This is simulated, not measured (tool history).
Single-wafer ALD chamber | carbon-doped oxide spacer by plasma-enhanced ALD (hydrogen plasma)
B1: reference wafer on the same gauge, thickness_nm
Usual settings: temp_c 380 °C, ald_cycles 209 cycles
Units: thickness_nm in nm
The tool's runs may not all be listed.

Run 1, day 0: usual settings but temp_c 384 °C; B1 10.08. Result: thickness_nm 10.228 nm.
Run 2, day 3.696: usual settings but temp_c 384 °C; B1 10.116. Result: thickness_nm 10.256 nm.
Run 3, day 4.417: usual settings but temp_c 384 °C; B1 10.123. Result: thickness_nm 10.284 nm.
Run 4, day 5.117: usual settings; B1 10.128. Result: thickness_nm 10.279 nm.
At day 6.133: thermocouple changed; heater temperature recalibrated.
Run 5, day 6.362: usual settings; B1 10.141. Result: thickness_nm 10.276 nm.
Run 6, day 7.133: usual settings; B1 10.152. Result: thickness_nm 10.279 nm.
Run 7, day 8.579: usual settings; B1 10.158. Result: thickness_nm 10.323 nm.
At day 11.479: gauge calibrated.
Run 8, day 11.921: usual settings; B1 10.034. Result: thickness_nm 10.167 nm.
Run 9, day 13.204: usual settings but temp_c 367 °C, ald_cycles 172 cycles; B1 10.05. Result: thickness_nm 8.4 nm.
Run 10, day 14.521: usual settings; B1 10.064. Result: thickness_nm 10.199 nm.
Run 11, day 15.146: usual settings but temp_c 366 °C; B1 10.081. Result: thickness_nm 10.192 nm.
Run 12, day 16.038: usual settings but temp_c 368 °C, ald_cycles 247 cycles; B1 10.089. Result: thickness_nm 12.078 nm.
Run 13, day 17.388: usual settings but temp_c 367 °C, ald_cycles 239 cycles; B1 10.093. Result: thickness_nm 11.746 nm.
Run 14, day 18.254: usual settings but ald_cycles 251 cycles; B1 10.097. Result: thickness_nm 12.307 nm.
Run 15, day 18.925: usual settings but temp_c 385 °C; B1 10.107. Result: thickness_nm 10.283 nm.
Run 16, day 20.217: usual settings but temp_c 370 °C, ald_cycles 248 cycles; B1 10.118. Result: thickness_nm 12.129 nm.

Forecast each of these 4 alternatives for the next run:
Run A, day 20.246: usual settings; B1 ?. Result: thickness_nm ?.
Run B, day 20.246: usual settings but temp_c 373 °C, ald_cycles 249 cycles; B1 ?. Result: thickness_nm ?.
Run C, day 20.246: usual settings but temp_c 387 °C, ald_cycles 176 cycles; B1 ?. Result: thickness_nm ?.
Run D, day 20.246: usual settings but ald_cycles 174 cycles; B1 ?. Result: thickness_nm ?.

run      B1  thickness_nm
  A  10.115        10.252
  B  10.115        12.214
  C  10.115         8.633
  D  10.115         8.535
Without the tool's hidden state the same runs would have given:
run  thickness_nm
  A        10.131
  B         12.07
  C         8.531
  D         8.434
